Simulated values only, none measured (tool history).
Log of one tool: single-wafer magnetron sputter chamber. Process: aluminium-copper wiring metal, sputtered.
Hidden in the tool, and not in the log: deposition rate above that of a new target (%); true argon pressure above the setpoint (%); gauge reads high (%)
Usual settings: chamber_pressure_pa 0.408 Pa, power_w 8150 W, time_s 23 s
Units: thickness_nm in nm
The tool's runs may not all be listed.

run	day	chamber_pressure_pa	power_w	time_s	wafers since the last listed run	wafers on the sputter target	hours since the last manometer calibration	hours since the magnet pack was replaced	hours since the gauge calibration	read-back reference wafer on the same gauge, thickness_nm	thickness_nm
1	0	0.408	8150	23	0	4962	834.4	5634.8	628.6	292.944	371.483
2	1.604	0.408	8150	23	626	5589	872.9	5673.3	667.1	293.023	369.932
3	4.638	0.408	8150	23	1184	6773	945.7	5746.1	739.9	292.888	368.704
# day 12.512: sputter target and shields replaced
4	12.808	0.408	8150	23	3060	114	1141.8	5942.2	936	293.127	370.048
5	17.288	0.408	8150	23	1749	1864	1249.3	6049.7	1043.5	292.847	370.865
6	25.383	0.408	8150	23	3161	5025	1443.6	6244	1237.8	293.069	370.585
7	29.479	0.408	8150	23	1599	6625	1541.9	6342.3	1336.1	292.941	370.704
# day 32.554: sputter target and shields replaced
8	36.9	0.408	8150	23	2767	1698	1720	6520.4	1514.2	292.989	370.996
9	40.829	0.408	8150	23	1534	3232	1814.3	6614.7	1608.5	293	370.57
10	43.142	0.408	8150	23	903	4135	1869.8	6670.2	1664	293.041	371.562
# day 45.175: capacitance manometer re-zeroed and calibrated
11	45.846	0.408	8150	23	925	5061	16.1	6735.1	1728.9	293.052	364.056
12	49.575	0.314	8150	23	1456	6517	105.6	6824.6	1818.4	292.984	374.13
13	52.271	0.275	8150	23	1052	7570	170.3	6889.3	1883.1	293.06	380.507
# day 52.883: gauge calibrated
14	55.679	0.408	8150	23	1331	8901	252.1	6971.1	67.1	293.023	364.374
# day 58.467: magnet pack replaced
# day 58.796: sputter target and shields replaced
15	59.317	0.408	8150	23	1161	202	339.4	20.4	154.4	292.974	366.171
16	61.629	0.462	6650	24.7	903	1105	394.9	75.9	209.9	292.895	314.952
17	65.683	0.269	6450	25.1	1583	2689	492.2	173.2	307.2	293.05	330.033
18	69.258	0.408	8150	23	1396	4085	578	259	393	293.025	368.304
19	71.404	0.408	8150	23	838	4923	629.5	310.5	444.5	293.025	368.176
20	75.796	0.323	8150	23	1715	6638	734.9	415.9	549.9	293.051	376.45
21	79.183	0.452	9300	21.1	1322	7961	816.2	497.2	631.2	293.072	381.162
# day 82.758: sputter target and shields replaced
22	87.483	0.408	8750	23	3111	1844	1015.4	696.4	830.4	292.89	395.19
23	90.246	0.561	9300	19.1	1078	2923	1081.7	762.7	896.7	292.974	335.379
24	93.404	0.315	6450	21	1233	4157	1157.5	838.5	972.5	292.926	274.426

How the hidden state differs across the entries between the runs, from the last listed run before each to the first after it:
Between runs 3 and 4: sputter target and shields replaced (day 12.512)
  true argon pressure above the setpoint (%): -13.7 -> -14.7
  measured less the result without the state, thickness_nm: +6.229 -> +6.693 nm
Between runs 7 and 8: sputter target and shields replaced (day 32.554)
  true argon pressure above the setpoint (%): -16 -> -16.3
  measured less the result without the state, thickness_nm: +7.287 -> +7.459 nm
Between runs 10 and 11: capacitance manometer re-zeroed and calibrated (day 45.175)
  true argon pressure above the setpoint (%): -16.6 -> 0.334
  measured less the result without the state, thickness_nm: +7.579 -> -0.151 nm
Between runs 13 and 14: gauge calibrated (day 52.883)
  true argon pressure above the setpoint (%): -2.86 -> -4.27
  measured less the result without the state, thickness_nm: +1.107 -> +1.926 nm
Between runs 14 and 15: magnet pack replaced (day 58.467); sputter target and shields replaced (day 58.796)
  true argon pressure above the setpoint (%): -4.27 -> -5.6
  measured less the result without the state, thickness_nm: +1.926 -> +2.536 nm
Between runs 21 and 22: sputter target and shields replaced (day 82.758)
  true argon pressure above the setpoint (%): -10.4 -> -11.6
  measured less the result without the state, thickness_nm: +5.199 -> +5.68 nm
